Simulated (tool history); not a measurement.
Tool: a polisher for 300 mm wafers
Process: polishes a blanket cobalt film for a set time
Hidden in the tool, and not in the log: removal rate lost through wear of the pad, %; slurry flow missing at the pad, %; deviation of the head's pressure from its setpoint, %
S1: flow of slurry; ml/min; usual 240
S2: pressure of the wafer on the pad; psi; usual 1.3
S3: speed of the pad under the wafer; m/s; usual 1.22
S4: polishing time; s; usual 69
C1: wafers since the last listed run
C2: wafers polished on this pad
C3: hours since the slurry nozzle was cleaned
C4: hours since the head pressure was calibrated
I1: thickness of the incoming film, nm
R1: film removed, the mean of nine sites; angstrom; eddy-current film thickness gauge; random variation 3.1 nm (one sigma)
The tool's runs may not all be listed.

run 1 day=0 | S1=240 S2=1.3 S3=1.22 S4=61 | C1=0 C2=103 C3=515.9 C4=961.2 | I1=1486.2 | R1=2275
run 2 day=0.467 | S1=240 S2=1.3 S3=1.22 S4=69 | C1=94 C2=198 C3=527.1 C4=972.4 | I1=1478.5 | R1=2612
run 3 day=2.525 | S1=240 S2=1.3 S3=1.22 S4=69 | C1=418 C2=616 C3=576.5 C4=1021.8 | I1=1468.3 | R1=2572
run 4 day=3.15 | S1=195 S2=1.3 S3=1.22 S4=69 | C1=126 C2=743 C3=591.5 C4=1036.8 | I1=1495.1 | R1=2534
run 5 day=3.454 | S1=195 S2=1.3 S3=1.22 S4=69 | C1=61 C2=805 C3=598.8 C4=1044.1 | I1=1469.1 | R1=2544
run 6 day=3.762 | S1=240 S2=1.3 S3=1.22 S4=69 | C1=62 C2=868 C3=606.2 C4=1051.5 | I1=1441 | R1=2572
run 7 day=4.15 | S1=240 S2=1.3 S3=1.22 S4=69 | C1=78 C2=947 C3=615.5 C4=1060.8 | I1=1490.7 | R1=2575
run 8 day=4.471 | S1=240 S2=1.3 S3=1.22 S4=69 | C1=65 C2=1012 C3=623.2 C4=1068.5 | I1=1481.3 | R1=2579
-- day=4.888 worn pad replaced by a new one
run 9 day=5.096 | S1=185 S2=1.3 S3=1.22 S4=69 | C1=93 C2=42 C3=638.2 C4=1083.5 | I1=1493.1 | R1=2568
run 10 day=5.596 | S1=240 S2=1.3 S3=1.22 S4=69 | C1=101 C2=143 C3=650.2 C4=1095.5 | I1=1484.6 | R1=2495
run 11 day=6.012 | S1=240 S2=1.3 S3=1.22 S4=69 | C1=84 C2=228 C3=660.2 C4=1105.5 | I1=1456.8 | R1=2549
-- day=6.138 slurry nozzle cleaned
run 12 day=6.592 | S1=240 S2=1.3 S3=1.22 S4=69 | C1=109 C2=337 C3=10.9 C4=1119.4 | I1=1473.3 | R1=2618
-- day=6.933 head pressure recalibrated
run 13 day=6.962 | S1=315 S2=1.3 S3=1.22 S4=63 | C1=58 C2=395 C3=19.8 C4=0.7 | I1=1478.4 | R1=2409
run 14 day=7.583 | S1=240 S2=0.9 S3=1.56 S4=69 | C1=126 C2=522 C3=34.7 C4=15.6 | I1=1467.1 | R1=2283
run 15 day=8.062 | S1=155 S2=1.3 S3=1.6 S4=69 | C1=97 C2=619 C3=46.2 C4=27.1 | I1=1471 | R1=3214
run 16 day=8.396 | S1=300 S2=1.2 S3=1 S4=69 | C1=67 C2=687 C3=54.2 C4=35.1 | I1=1475.8 | R1=1999
run 17 day=8.804 | S1=240 S2=1.3 S3=1.22 S4=69 | C1=82 C2=770 C3=64 C4=44.9 | I1=1468.4 | R1=2518
run 18 day=9.167 | S1=205 S2=1.5 S3=1.52 S4=54 | C1=73 C2=843 C3=72.7 C4=53.6 | I1=1478.7 | R1=2807
run 19 day=9.65 | S1=240 S2=1.7 S3=1.06 S4=69 | C1=98 C2=942 C3=84.3 C4=65.2 | I1=1486.7 | R1=2834
run 20 day=10.008 | S1=170 S2=1.3 S3=1.22 S4=62 | C1=72 C2=1014 C3=92.9 C4=73.8 | I1=1467.3 | R1=2291
-- day=11.117 worn pad replaced by a new one
run 21 day=11.242 | S1=160 S2=1.3 S3=1.38 S4=82 | C1=216 C2=25 C3=122.5 C4=103.4 | I1=1463.8 | R1=3283
run 22 day=11.954 | S1=240 S2=1.8 S3=1.22 S4=69 | C1=144 C2=170 C3=139.6 C4=120.5 | I1=1470.1 | R1=3524
run 23 day=12.371 | S1=285 S2=1.5 S3=1.22 S4=58 | C1=84 C2=254 C3=149.6 C4=130.5 | I1=1454.8 | R1=2530
run 24 day=12.804 | S1=240 S2=1.3 S3=0.96 S4=54 | C1=88 C2=342 C3=160 C4=140.9 | I1=1443.1 | R1=1597
run 25 day=13.404 | S1=160 S2=1.6 S3=0.88 S4=87 | C1=121 C2=464 C3=174.4 C4=155.3 | I1=1447.3 | R1=2774
run 26 day=13.717 | S1=195 S2=1.3 S3=1.6 S4=69 | C1=63 C2=528 C3=181.9 C4=162.8 | I1=1479.5 | R1=3276
run 27 day=14.008 | S1=185 S2=1.3 S3=1.22 S4=69 | C1=59 C2=587 C3=188.9 C4=169.8 | I1=1486.8 | R1=2570
run 28 day=14.454 | S1=240 S2=1.3 S3=1.22 S4=85 | C1=90 C2=678 C3=199.6 C4=180.5 | I1=1473.9 | R1=3229
run 29 day=14.883 | S1=265 S2=1.3 S3=0.9 S4=69 | C1=87 C2=765 C3=209.9 C4=190.8 | I1=1472.6 | R1=1941
run 30 day=15.542 | S1=295 S2=1.3 S3=1.22 S4=69 | C1=133 C2=899 C3=225.7 C4=206.6 | I1=1450.9 | R1=2551
run 31 day=15.921 | S1=240 S2=1.3 S3=1.6 S4=69 | C1=77 C2=976 C3=234.8 C4=215.7 | I1=1471.8 | R1=3308
run 32 day=16.521 | S1=240 S2=1.3 S3=1.22 S4=69 | C1=121 C2=1098 C3=249.2 C4=230.1 | I1=1470.7 | R1=2589
run 33 day=16.958 | S1=215 S2=1.6 S3=1.4 S4=69 | C1=88 C2=1187 C3=259.7 C4=240.6 | I1=1447.4 | R1=3599
-- day=17.471 worn pad replaced by a new one
run 34 day=17.492 | S1=240 S2=1.3 S3=0.82 S4=69 | C1=74 C2=4 C3=272.5 C4=253.4 | I1=1460.4 | R1=1722
run 35 day=17.733 | S1=205 S2=1.5 S3=1.52 S4=54 | C1=49 C2=53 C3=278.3 C4=259.2 | I1=1476.4 | R1=2871
run 36 day=18.358 | S1=240 S2=1.7 S3=1.22 S4=69 | C1=126 C2=180 C3=293.3 C4=274.2 | I1=1465.1 | R1=3333

Forecast each of these 5 alternatives for the next run:
run A day=18.375 | S1=240 S2=1.3 S3=1.22 S4=58 | C1=3 C2=183 C3=293.7 C4=274.6 | I1=1464.3 | R1=?
run B day=18.375 | S1=240 S2=1.3 S3=1.56 S4=69 | C1=3 C2=183 C3=293.7 C4=274.6 | I1=1464.3 | R1=?
run C day=18.375 | S1=240 S2=1.1 S3=1.02 S4=69 | C1=3 C2=183 C3=293.7 C4=274.6 | I1=1464.3 | R1=?
run D day=18.375 | S1=240 S2=1 S3=0.86 S4=69 | C1=3 C2=183 C3=293.7 C4=274.6 | I1=1464.3 | R1=?
run E day=18.375 | S1=155 S2=1.3 S3=1.22 S4=69 | C1=3 C2=183 C3=293.7 C4=274.6 | I1=1464.3 | R1=?

run=A R1=2181
run=B R1=3317
run=C R1=1835
run=D R1=1407
run=E R1=2517
Without the tool's hidden state the same runs would have given:
run=A R1=2181
run=B R1=3317
run=C R1=1835
run=D R1=1407
run=E R1=2517
